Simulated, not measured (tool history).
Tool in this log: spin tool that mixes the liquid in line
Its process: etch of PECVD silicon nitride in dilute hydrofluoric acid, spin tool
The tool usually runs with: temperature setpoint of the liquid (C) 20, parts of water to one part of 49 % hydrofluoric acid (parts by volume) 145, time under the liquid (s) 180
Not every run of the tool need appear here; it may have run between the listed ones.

run,day,temperature setpoint of the liquid (C),parts of water to one part of 49 % hydrofluoric acid (parts by volume),time under the liquid (s),"read-back film thickness of the PECVD silicon nitride reference wafer, read on the same gauge (nm)",thickness taken off the PECVD silicon nitride on a monitor wafer (angstrom)
1,0,20,145,180,70.01,48.5
# day 2.096: hydrofluoric acid flow meter replaced
2,2.117,20,145,180,70.01,45.3
3,4.317,20,145,180,70.05,45.5
4,7.229,20,145,180,70,45.2
5,9.829,17,145,180,70.03,37.2
6,13.908,20,145,180,70.07,46
7,17.975,20,145,180,70.02,45.9
8,20.979,18,105,180,70.01,55.4
9,24.338,17,145,140,69.99,29.7
10,26.146,20,145,180,70,46.5
11,30.388,20,145,180,69.99,46.6
# day 31.538: thermometer replaced
12,32.567,21.5,110,180,69.97,67.4
13,36.296,24.5,145,100,70.01,34.9
# day 39.954: gauge calibrated
14,40.575,17,115,180,70.05,48.3
15,43.458,17.5,165,240,70.01,47.4
16,47.496,20,145,180,70,47.5
17,50.183,17,210,75,69.99,11.4
# day 56.758: hydrofluoric acid flow meter replaced
18,63.488,17.5,145,105,69.97,22.7
19,66.325,20,145,180,70.02,46.2

Predict the results of run 20:
20,69.767,20,145,180,?,?

read-back film thickness of the PECVD silicon nitride reference wafer, read on the same gauge (nm): 69.98
thickness taken off the PECVD silicon nitride on a monitor wafer (angstrom): 45.9
On a tool with no hidden condition, and with the same random variation, this run would have come out at thickness taken off the PECVD silicon nitride on a monitor wafer (angstrom) 44.7.
